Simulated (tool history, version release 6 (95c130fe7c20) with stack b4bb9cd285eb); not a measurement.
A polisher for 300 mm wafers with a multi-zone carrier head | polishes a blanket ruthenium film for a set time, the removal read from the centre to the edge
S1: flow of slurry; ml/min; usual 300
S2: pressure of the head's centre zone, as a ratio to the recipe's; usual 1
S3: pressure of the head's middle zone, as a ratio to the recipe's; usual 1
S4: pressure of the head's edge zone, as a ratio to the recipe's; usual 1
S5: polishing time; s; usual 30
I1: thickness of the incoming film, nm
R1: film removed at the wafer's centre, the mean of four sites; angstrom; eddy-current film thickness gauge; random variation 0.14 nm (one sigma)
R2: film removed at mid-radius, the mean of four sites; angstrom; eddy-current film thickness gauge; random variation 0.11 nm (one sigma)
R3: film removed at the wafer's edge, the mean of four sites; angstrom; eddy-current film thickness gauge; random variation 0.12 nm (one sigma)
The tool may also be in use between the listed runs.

run     day   S1    S2    S3    S4  S5     I1   R1   R2   R3
  1       0  300     1     1  0.95  30  597.3  148  156  149
  2   0.871  300     1     1  0.95  30  603.3  147  156  147
  3   2.012  300  0.91     1  1.08  30  597.1  130  155  156
  4   2.633  300  0.91     1  1.08  30  618.3  134  159  155
      3.442  -- centre zone pressure recalibrated
  5   3.462  300  0.91     1  1.08  30  612.9  142  157  158
        5.6  -- carrier head's membrane replaced by a new one, of another model than before
      5.946  -- worn pad replaced by a new one
  6   5.967  260     1     1     1  30  601.8  154  155  150
  7   6.646  260     1     1     1  30  615.9  153  154  149
  8   8.058  300     1  0.94     1  30  605.8  156  151  150
      8.117  -- slurry nozzle cleaned
      8.529  -- edge zone pressure recalibrated
  9    9.35  300  0.93     1  0.94  24    601  119  125  116
 10  10.112  300     1     1     1  35  615.7  180  181  178
 11  11.421  375     1     1     1  30  604.9  161  160  154
 12   14.25  300     1     1  1.06  30  613.4  153  156  158
     14.883  -- worn pad replaced by a new one
 13   15.35  300     1  0.91     1  38  620.5  195  190  191
 14  16.412  300     1     1     1  30  617.4  152  155  152
 15  17.375  275     1     1     1  30  608.7  153  154  148
 16  18.404  300  0.94  0.95     1  25  620.1  123  127  125
 17  18.992  300     1     1  0.92  30  610.3  152  157  147
     20.912  -- slurry nozzle cleaned
     22.446  -- worn pad replaced by a new one
 18  22.988  300     1     1     1  26  621.5  134  136  130
 19  24.188  230     1     1  1.05  22  612.4  108  112  111
 20  25.538  300     1     1     1  30  621.2  154  157  151
 21  26.292  300     1  1.08  1.09  36  602.1  182  194  193
 22  27.158  300     1  1.05  0.96  23  599.7  119  124  114

Forecast run 23:
 23  28.238  300   1   1   1  30  608.1   ?   ?   ?

{"run 23": {"R1": 150, "R2": 154, "R3": 150}}
Without the tool's hidden state the same run would have given R1 155 angstrom, R2 154 angstrom, R3 150 angstrom.

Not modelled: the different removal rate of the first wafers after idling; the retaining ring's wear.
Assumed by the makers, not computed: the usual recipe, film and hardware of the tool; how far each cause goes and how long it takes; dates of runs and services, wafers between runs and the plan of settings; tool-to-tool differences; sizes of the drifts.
